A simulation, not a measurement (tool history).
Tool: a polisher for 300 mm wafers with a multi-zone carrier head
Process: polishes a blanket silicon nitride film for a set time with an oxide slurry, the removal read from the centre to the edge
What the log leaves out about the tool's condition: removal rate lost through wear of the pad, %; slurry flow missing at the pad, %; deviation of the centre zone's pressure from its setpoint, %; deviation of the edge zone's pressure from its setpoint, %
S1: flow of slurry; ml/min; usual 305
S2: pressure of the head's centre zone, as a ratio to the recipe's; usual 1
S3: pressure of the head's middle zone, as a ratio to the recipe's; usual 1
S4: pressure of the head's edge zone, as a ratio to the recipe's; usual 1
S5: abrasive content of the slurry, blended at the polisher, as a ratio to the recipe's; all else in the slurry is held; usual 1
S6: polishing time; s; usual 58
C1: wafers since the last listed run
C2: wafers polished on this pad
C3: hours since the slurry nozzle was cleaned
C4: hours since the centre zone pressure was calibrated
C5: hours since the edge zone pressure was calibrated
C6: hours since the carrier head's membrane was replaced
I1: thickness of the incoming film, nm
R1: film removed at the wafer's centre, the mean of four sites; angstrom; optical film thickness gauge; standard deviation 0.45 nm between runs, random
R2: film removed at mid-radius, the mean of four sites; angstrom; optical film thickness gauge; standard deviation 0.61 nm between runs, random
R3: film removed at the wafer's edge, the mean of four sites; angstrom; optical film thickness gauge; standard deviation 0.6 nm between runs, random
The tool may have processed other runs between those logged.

Run 1, day 0: usual settings; C1 0; C2 490; C3 51.5; C4 582; C5 364.2; C6 719.8; I1 586.9. Result: R1 570 angstrom, R2 561 angstrom, R3 573 angstrom.
Run 2, day 2.3: usual settings but S1 260 ml/min, S4 0.97; C1 346; C2 836; C3 106.7; C4 637.2; C5 419.4; C6 775; I1 589.2. Result: R1 548 angstrom, R2 561 angstrom, R3 568 angstrom.
At day 4.775: carrier head's membrane replaced by a new one.
Run 3, day 6.071: usual settings but S1 260 ml/min, S4 0.97; C1 536; C2 1373; C3 197.2; C4 727.7; C5 509.9; C6 31.1; I1 580.8. Result: R1 552 angstrom, R2 560 angstrom, R3 560 angstrom.
Run 4, day 10.454: usual settings but S1 270 ml/min, S3 1.06; C1 660; C2 2033; C3 302.4; C4 832.9; C5 615.1; C6 136.3; I1 580.1. Result: R1 550 angstrom, R2 574 angstrom, R3 574 angstrom.
Run 5, day 12.317: usual settings but S1 270 ml/min, S3 1.06; C1 280; C2 2314; C3 347.1; C4 877.6; C5 659.8; C6 181; I1 595.5. Result: R1 544 angstrom, R2 581 angstrom, R3 574 angstrom.
At day 13.867: worn pad replaced by a new one.
Run 6, day 14.654: usual settings; C1 327; C2 118; C3 403.2; C4 933.7; C5 715.9; C6 237.1; I1 597.8. Result: R1 553 angstrom, R2 553 angstrom, R3 578 angstrom.
At day 16.029: slurry nozzle cleaned.
Run 7, day 17.796: usual settings; C1 467; C2 585; C3 42.4; C4 1009.1; C5 791.3; C6 312.5; I1 597.2. Result: R1 552 angstrom, R2 559 angstrom, R3 569 angstrom.
Run 8, day 21.538: usual settings but S1 355 ml/min, S3 0.93; C1 563; C2 1149; C3 132.2; C4 1098.9; C5 881.1; C6 402.3; I1 589.3. Result: R1 559 angstrom, R2 528 angstrom, R3 575 angstrom.
At day 23.829: centre zone pressure recalibrated.
Run 9, day 24.788: usual settings; C1 477; C2 1626; C3 210.2; C4 23; C5 959.1; C6 480.3; I1 586.5. Result: R1 579 angstrom, R2 558 angstrom, R3 586 angstrom.
At day 27.179: edge zone pressure recalibrated.
Run 10, day 28.675: usual settings but S1 265 ml/min, S4 1.1; C1 573; C2 2199; C3 303.5; C4 116.3; C5 35.9; C6 573.6; I1 587.9. Result: R1 576 angstrom, R2 549 angstrom, R3 576 angstrom.
At day 30.767: worn pad replaced by a new one.
Run 11, day 31.429: usual settings but S1 370 ml/min; C1 389; C2 99; C3 369.6; C4 182.4; C5 102; C6 639.7; I1 593.6. Result: R1 603 angstrom, R2 566 angstrom, R3 590 angstrom.
Run 12, day 34.092: usual settings but S1 260 ml/min; C1 401; C2 500; C3 433.5; C4 246.3; C5 165.9; C6 703.6; I1 587.3. Result: R1 578 angstrom, R2 554 angstrom, R3 576 angstrom.
At day 34.429: slurry nozzle cleaned.
Run 13, day 37.396: usual settings but S4 0.9, S5 0.85, S6 66 s; C1 491; C2 992; C3 71.2; C4 325.6; C5 245.2; C6 782.9; I1 594.9. Result: R1 580 angstrom, R2 551 angstrom, R3 549 angstrom.
Run 14, day 38.954: usual settings but S1 330 ml/min, S3 0.92; C1 234; C2 1227; C3 108.6; C4 363; C5 282.6; C6 820.3; I1 591.1. Result: R1 588 angstrom, R2 526 angstrom, R3 581 angstrom.
Run 15, day 40.9: usual settings but S1 405 ml/min, S3 0.95, S5 1.1; C1 293; C2 1520; C3 155.3; C4 409.7; C5 329.3; C6 867; I1 583.9. Result: R1 640 angstrom, R2 593 angstrom, R3 643 angstrom.

Predict the results of run 16:
Run 16, day 43.35: usual settings but S5 0.7; C1 369; C2 1889; C3 214.1; C4 468.5; C5 388.1; C6 925.8; I1 591.2. Result: R1 ?, R2 ?, R3 ?.

{"run 16": {"R1": 392, "R2": 385, "R3": 388}}
Take away the tool's hidden state, keep the run-to-run variation as it was, and the same run would have given R1 394 angstrom, R2 385 angstrom, R3 388 angstrom.
